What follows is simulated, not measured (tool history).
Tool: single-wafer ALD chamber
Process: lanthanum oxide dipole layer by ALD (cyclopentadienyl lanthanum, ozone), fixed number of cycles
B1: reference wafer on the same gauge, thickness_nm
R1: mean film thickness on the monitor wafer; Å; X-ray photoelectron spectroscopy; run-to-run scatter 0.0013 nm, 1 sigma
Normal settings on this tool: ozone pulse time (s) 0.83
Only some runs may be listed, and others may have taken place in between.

{"run": 1, "hour": 0.0, "ozone pulse time (s)": 0.59, "B1": 0.419, "R1": 4.05}
{"run": 2, "hour": 89.7, "ozone pulse time (s)": 0.83, "B1": 0.419, "R1": 4.61}
{"hour": 173.0, "done": "ozone generator serviced"}
{"run": 3, "hour": 173.5, "ozone pulse time (s)": 0.83, "B1": 0.419, "R1": 4.59}
{"run": 4, "hour": 242.6, "ozone pulse time (s)": 0.83, "B1": 0.419, "R1": 4.58}
{"run": 5, "hour": 317.7, "ozone pulse time (s)": 0.83, "B1": 0.419, "R1": 4.6}
{"run": 6, "hour": 421.2, "ozone pulse time (s)": 0.83, "B1": 0.418, "R1": 4.61}
{"run": 7, "hour": 505.4, "ozone pulse time (s)": 1.07, "B1": 0.418, "R1": 4.96}
{"hour": 563.3, "done": "showerhead replaced"}
{"run": 8, "hour": 600.5, "ozone pulse time (s)": 1.07, "B1": 0.418, "R1": 4.99}
{"run": 9, "hour": 636.7, "ozone pulse time (s)": 1.07, "B1": 0.418, "R1": 4.96}
{"run": 10, "hour": 714.8, "ozone pulse time (s)": 0.83, "B1": 0.418, "R1": 4.6}
{"hour": 836.0, "done": "thermocouple changed; heater temperature recalibrated"}
{"run": 11, "hour": 836.5, "ozone pulse time (s)": 0.83, "B1": 0.417, "R1": 4.6}
{"run": 12, "hour": 920.5, "ozone pulse time (s)": 0.83, "B1": 0.417, "R1": 4.58}
{"hour": 953.8, "done": "gauge calibrated"}
{"run": 13, "hour": 1002.9, "ozone pulse time (s)": 0.72, "B1": 0.425, "R1": 4.45}
{"run": 14, "hour": 1074.4, "ozone pulse time (s)": 0.96, "B1": 0.425, "R1": 4.91}
{"run": 15, "hour": 1181.4, "ozone pulse time (s)": 1.1, "B1": 0.425, "R1": 5.09}
{"hour": 1284.3, "done": "ozone generator serviced"}
{"run": 16, "hour": 1287.0, "ozone pulse time (s)": 0.69, "B1": 0.425, "R1": 4.37}
{"run": 17, "hour": 1359.6, "ozone pulse time (s)": 1.02, "B1": 0.424, "R1": 4.99}
{"run": 18, "hour": 1412.7, "ozone pulse time (s)": 0.75, "B1": 0.424, "R1": 4.51}
{"run": 19, "hour": 1457.6, "ozone pulse time (s)": 0.55, "B1": 0.425, "R1": 3.96}
{"run": 20, "hour": 1554.7, "ozone pulse time (s)": 0.67, "B1": 0.423, "R1": 4.32}
{"run": 21, "hour": 1634.8, "ozone pulse time (s)": 0.5, "B1": 0.424, "R1": 3.79}
{"run": 22, "hour": 1726.4, "ozone pulse time (s)": 1.01, "B1": 0.424, "R1": 4.96}
{"run": 23, "hour": 1767.5, "ozone pulse time (s)": 1.11, "B1": 0.423, "R1": 5.09}
{"run": 24, "hour": 1829.9, "ozone pulse time (s)": 0.94, "B1": 0.423, "R1": 4.86}
{"run": 25, "hour": 1910.7, "ozone pulse time (s)": 0.52, "B1": 0.423, "R1": 3.87}
{"run": 26, "hour": 1953.8, "ozone pulse time (s)": 0.83, "B1": 0.423, "R1": 4.65}
{"hour": 2019.6, "done": "thermocouple changed; heater temperature recalibrated"}
{"run": 27, "hour": 2043.0, "ozone pulse time (s)": 0.75, "B1": 0.423, "R1": 4.48}
{"run": 28, "hour": 2146.4, "ozone pulse time (s)": 0.98, "B1": 0.423, "R1": 4.91}
{"hour": 2154.9, "done": "ozone generator serviced"}
{"run": 29, "hour": 2190.5, "ozone pulse time (s)": 1.14, "B1": 0.423, "R1": 5.14}
{"run": 30, "hour": 2293.2, "ozone pulse time (s)": 0.54, "B1": 0.423, "R1": 3.9}
{"run": 31, "hour": 2350.5, "ozone pulse time (s)": 0.83, "B1": 0.422, "R1": 4.66}
{"run": 32, "hour": 2404.8, "ozone pulse time (s)": 0.72, "B1": 0.423, "R1": 4.42}
{"run": 33, "hour": 2481.9, "ozone pulse time (s)": 0.91, "B1": 0.423, "R1": 4.81}

Alternative continuations, all from the tool just after run 33; predict every row:
{"run": "A", "hour": 2482.3, "ozone pulse time (s)": 0.83, "B1": "?", "R1": "?"}
{"run": "B", "hour": 2482.3, "ozone pulse time (s)": 0.57, "B1": "?", "R1": "?"}
{"run": "C", "hour": 2482.3, "ozone pulse time (s)": 1.03, "B1": "?", "R1": "?"}
{"run": "D", "hour": 2482.3, "ozone pulse time (s)": 1.08, "B1": "?", "R1": "?"}
{"run": "E", "hour": 2482.3, "ozone pulse time (s)": 0.6, "B1": "?", "R1": "?"}

run=A B1=0.422 R1=4.66
run=B B1=0.422 R1=4.02
run=C B1=0.422 R1=4.99
run=D B1=0.422 R1=5.06
run=E B1=0.422 R1=4.11
With no hidden state in the tool, these same runs would have given:
run=A R1=4.69
run=B R1=4.05
run=C R1=5.02
run=D R1=5.09
run=E R1=4.14
